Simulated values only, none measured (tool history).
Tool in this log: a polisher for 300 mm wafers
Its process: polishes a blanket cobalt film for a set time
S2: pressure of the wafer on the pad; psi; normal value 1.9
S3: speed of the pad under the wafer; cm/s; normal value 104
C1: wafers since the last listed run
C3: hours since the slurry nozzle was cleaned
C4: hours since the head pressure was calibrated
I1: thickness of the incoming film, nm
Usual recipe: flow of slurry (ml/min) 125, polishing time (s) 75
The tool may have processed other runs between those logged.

run 1 hour=0 | flow_of_slurry_(ml/min)=125 S2=1.9 S3=104 polishing_time_(s)=75 | C1=0 wafers_polished_on_this_pad=595 C3=202.7 C4=1173.7 | I1=1073 | film_removed_(angstrom)=3300
run 2 hour=17.6 | flow_of_slurry_(ml/min)=105 S2=1.9 S3=104 polishing_time_(s)=75 | C1=234 wafers_polished_on_this_pad=830 C3=220.3 C4=1191.3 | I1=1083.7 | film_removed_(angstrom)=3192
run 3 hour=25.3 | flow_of_slurry_(ml/min)=125 S2=1.9 S3=104 polishing_time_(s)=75 | C1=102 wafers_polished_on_this_pad=932 C3=228 C4=1199 | I1=1098.8 | film_removed_(angstrom)=3400
-- hour=39.4 worn pad replaced by a new one
run 4 hour=40.5 | flow_of_slurry_(ml/min)=125 S2=1.9 S3=104 polishing_time_(s)=75 | C1=149 wafers_polished_on_this_pad=14 C3=243.2 C4=1214.2 | I1=1099.6 | film_removed_(angstrom)=3265
run 5 hour=56 | flow_of_slurry_(ml/min)=125 S2=1.9 S3=104 polishing_time_(s)=75 | C1=206 wafers_polished_on_this_pad=221 C3=258.7 C4=1229.7 | I1=1086.9 | film_removed_(angstrom)=3276
run 6 hour=67.3 | flow_of_slurry_(ml/min)=125 S2=1.9 S3=104 polishing_time_(s)=75 | C1=150 wafers_polished_on_this_pad=372 C3=270 C4=1241 | I1=1091.5 | film_removed_(angstrom)=3245
run 7 hour=78.8 | flow_of_slurry_(ml/min)=125 S2=1.9 S3=104 polishing_time_(s)=75 | C1=153 wafers_polished_on_this_pad=525 C3=281.5 C4=1252.5 | I1=1089.6 | film_removed_(angstrom)=3263
run 8 hour=90.7 | flow_of_slurry_(ml/min)=125 S2=1.9 S3=104 polishing_time_(s)=75 | C1=158 wafers_polished_on_this_pad=684 C3=293.4 C4=1264.4 | I1=1103.6 | film_removed_(angstrom)=3291
run 9 hour=104.6 | flow_of_slurry_(ml/min)=125 S2=1.9 S3=104 polishing_time_(s)=75 | C1=185 wafers_polished_on_this_pad=870 C3=307.3 C4=1278.3 | I1=1099.3 | film_removed_(angstrom)=3245
run 10 hour=118.5 | flow_of_slurry_(ml/min)=125 S2=1.9 S3=88 polishing_time_(s)=91 | C1=185 wafers_polished_on_this_pad=1055 C3=321.2 C4=1292.2 | I1=1088.4 | film_removed_(angstrom)=3345
-- hour=130.2 worn pad replaced by a new one
run 11 hour=130.7 | flow_of_slurry_(ml/min)=125 S2=1.9 S3=88 polishing_time_(s)=91 | C1=109 wafers_polished_on_this_pad=6 C3=333.4 C4=1304.4 | I1=1111.5 | film_removed_(angstrom)=3261
run 12 hour=142.4 | flow_of_slurry_(ml/min)=125 S2=1.9 S3=88 polishing_time_(s)=91 | C1=156 wafers_polished_on_this_pad=162 C3=345.1 C4=1316.1 | I1=1078.5 | film_removed_(angstrom)=3370
run 13 hour=149.9 | flow_of_slurry_(ml/min)=125 S2=1.9 S3=104 polishing_time_(s)=75 | C1=100 wafers_polished_on_this_pad=262 C3=352.6 C4=1323.6 | I1=1095.9 | film_removed_(angstrom)=3265
run 14 hour=162.9 | flow_of_slurry_(ml/min)=125 S2=1.9 S3=104 polishing_time_(s)=75 | C1=173 wafers_polished_on_this_pad=435 C3=365.6 C4=1336.6 | I1=1112.8 | film_removed_(angstrom)=3288
run 15 hour=177.2 | flow_of_slurry_(ml/min)=125 S2=1.9 S3=104 polishing_time_(s)=75 | C1=190 wafers_polished_on_this_pad=626 C3=379.9 C4=1350.9 | I1=1087.5 | film_removed_(angstrom)=3282
run 16 hour=185.6 | flow_of_slurry_(ml/min)=125 S2=1.9 S3=104 polishing_time_(s)=75 | C1=112 wafers_polished_on_this_pad=738 C3=388.3 C4=1359.3 | I1=1087.1 | film_removed_(angstrom)=3207
run 17 hour=199.3 | flow_of_slurry_(ml/min)=125 S2=1.9 S3=104 polishing_time_(s)=75 | C1=182 wafers_polished_on_this_pad=921 C3=402 C4=1373 | I1=1096.4 | film_removed_(angstrom)=3218
run 18 hour=207.2 | flow_of_slurry_(ml/min)=85 S2=1.9 S3=90 polishing_time_(s)=66 | C1=105 wafers_polished_on_this_pad=1026 C3=409.9 C4=1380.9 | I1=1084.4 | film_removed_(angstrom)=2230
-- hour=221.8 worn pad replaced by a new one
run 19 hour=222.3 | flow_of_slurry_(ml/min)=125 S2=2.3 S3=104 polishing_time_(s)=63 | C1=148 wafers_polished_on_this_pad=6 C3=425 C4=1396 | I1=1089.3 | film_removed_(angstrom)=3251
run 20 hour=228.6 | flow_of_slurry_(ml/min)=125 S2=1.9 S3=104 polishing_time_(s)=75 | C1=84 wafers_polished_on_this_pad=90 C3=431.3 C4=1402.3 | I1=1103.8 | film_removed_(angstrom)=3222
run 21 hour=237.4 | flow_of_slurry_(ml/min)=125 S2=1.9 S3=82 polishing_time_(s)=51 | C1=117 wafers_polished_on_this_pad=208 C3=440.1 C4=1411.1 | I1=1080.4 | film_removed_(angstrom)=1712
-- hour=248.8 head pressure recalibrated
run 22 hour=249.3 | flow_of_slurry_(ml/min)=135 S2=2.6 S3=114 polishing_time_(s)=75 | C1=132 wafers_polished_on_this_pad=340 C3=452 C4=0.5 | I1=1084.5 | film_removed_(angstrom)=5751
run 23 hour=262.8 | flow_of_slurry_(ml/min)=125 S2=1.9 S3=86 polishing_time_(s)=75 | C1=180 wafers_polished_on_this_pad=520 C3=465.5 C4=14 | I1=1092.3 | film_removed_(angstrom)=3004
-- hour=275.7 slurry nozzle cleaned
-- hour=303.7 worn pad replaced by a new one
run 24 hour=308.8 | flow_of_slurry_(ml/min)=125 S2=1.9 S3=104 polishing_time_(s)=86 | C1=546 wafers_polished_on_this_pad=68 C3=33.1 C4=60 | I1=1091.5 | film_removed_(angstrom)=4480
run 25 hour=315.5 | flow_of_slurry_(ml/min)=125 S2=2.5 S3=104 polishing_time_(s)=75 | C1=89 wafers_polished_on_this_pad=157 C3=39.8 C4=66.7 | I1=1094.1 | film_removed_(angstrom)=5155
run 26 hour=332.6 | flow_of_slurry_(ml/min)=125 S2=1.9 S3=128 polishing_time_(s)=75 | C1=228 wafers_polished_on_this_pad=385 C3=56.9 C4=83.8 | I1=1101.3 | film_removed_(angstrom)=4774
run 27 hour=349.1 | flow_of_slurry_(ml/min)=125 S2=1.9 S3=104 polishing_time_(s)=75 | C1=220 wafers_polished_on_this_pad=606 C3=73.4 C4=100.3 | I1=1091.6 | film_removed_(angstrom)=3914
run 28 hour=361.7 | flow_of_slurry_(ml/min)=125 S2=1.9 S3=104 polishing_time_(s)=75 | C1=168 wafers_polished_on_this_pad=774 C3=86 C4=112.9 | I1=1080.3 | film_removed_(angstrom)=3885
run 29 hour=379.5 | flow_of_slurry_(ml/min)=125 S2=1.9 S3=104 polishing_time_(s)=75 | C1=237 wafers_polished_on_this_pad=1011 C3=103.8 C4=130.7 | I1=1079 | film_removed_(angstrom)=3862
-- hour=385.2 worn pad replaced by a new one
run 30 hour=389.1 | flow_of_slurry_(ml/min)=90 S2=1.9 S3=104 polishing_time_(s)=75 | C1=74 wafers_polished_on_this_pad=51 C3=113.4 C4=140.3 | I1=1093.5 | film_removed_(angstrom)=3559
run 31 hour=395.3 | flow_of_slurry_(ml/min)=125 S2=1.9 S3=104 polishing_time_(s)=75 | C1=82 wafers_polished_on_this_pad=134 C3=119.6 C4=146.5 | I1=1081.1 | film_removed_(angstrom)=3780
run 32 hour=408.9 | flow_of_slurry_(ml/min)=125 S2=1.9 S3=116 polishing_time_(s)=98 | C1=181 wafers_polished_on_this_pad=316 C3=133.2 C4=160.1 | I1=1092.6 | film_removed_(angstrom)=5542
run 33 hour=416.7 | flow_of_slurry_(ml/min)=125 S2=2.4 S3=116 polishing_time_(s)=75 | C1=104 wafers_polished_on_this_pad=420 C3=141 C4=167.9 | I1=1085.6 | film_removed_(angstrom)=5284
run 34 hour=425.3 | flow_of_slurry_(ml/min)=80 S2=1.9 S3=104 polishing_time_(s)=75 | C1=114 wafers_polished_on_this_pad=534 C3=149.6 C4=176.5 | I1=1069.8 | film_removed_(angstrom)=3370

Consider 4 possible next runs. They are alternatives, not a sequence: every one starts from the tool as it was left by run 34. What does each give?
run A hour=425.7 | flow_of_slurry_(ml/min)=125 S2=1.9 S3=104 polishing_time_(s)=75 | C1=5 wafers_polished_on_this_pad=540 C3=150 C4=176.9 | I1=1070.2 | film_removed_(angstrom)=?
run B hour=425.7 | flow_of_slurry_(ml/min)=125 S2=1.9 S3=104 polishing_time_(s)=92 | C1=5 wafers_polished_on_this_pad=540 C3=150 C4=176.9 | I1=1070.2 | film_removed_(angstrom)=?
run C hour=425.7 | flow_of_slurry_(ml/min)=105 S2=2.1 S3=80 polishing_time_(s)=75 | C1=5 wafers_polished_on_this_pad=540 C3=150 C4=176.9 | I1=1070.2 | film_removed_(angstrom)=?
run D hour=425.7 | flow_of_slurry_(ml/min)=125 S2=1.6 S3=104 polishing_time_(s)=64 | C1=5 wafers_polished_on_this_pad=540 C3=150 C4=176.9 | I1=1070.2 | film_removed_(angstrom)=?

run=A film_removed_(angstrom)=3744
run=B film_removed_(angstrom)=4592
run=C film_removed_(angstrom)=3072
run=D film_removed_(angstrom)=2690
Take away the tool's hidden state, keep each run's random variation, and the runs would have read:
run=A film_removed_(angstrom)=3941
run=B film_removed_(angstrom)=4834
run=C film_removed_(angstrom)=3249
run=D film_removed_(angstrom)=2832

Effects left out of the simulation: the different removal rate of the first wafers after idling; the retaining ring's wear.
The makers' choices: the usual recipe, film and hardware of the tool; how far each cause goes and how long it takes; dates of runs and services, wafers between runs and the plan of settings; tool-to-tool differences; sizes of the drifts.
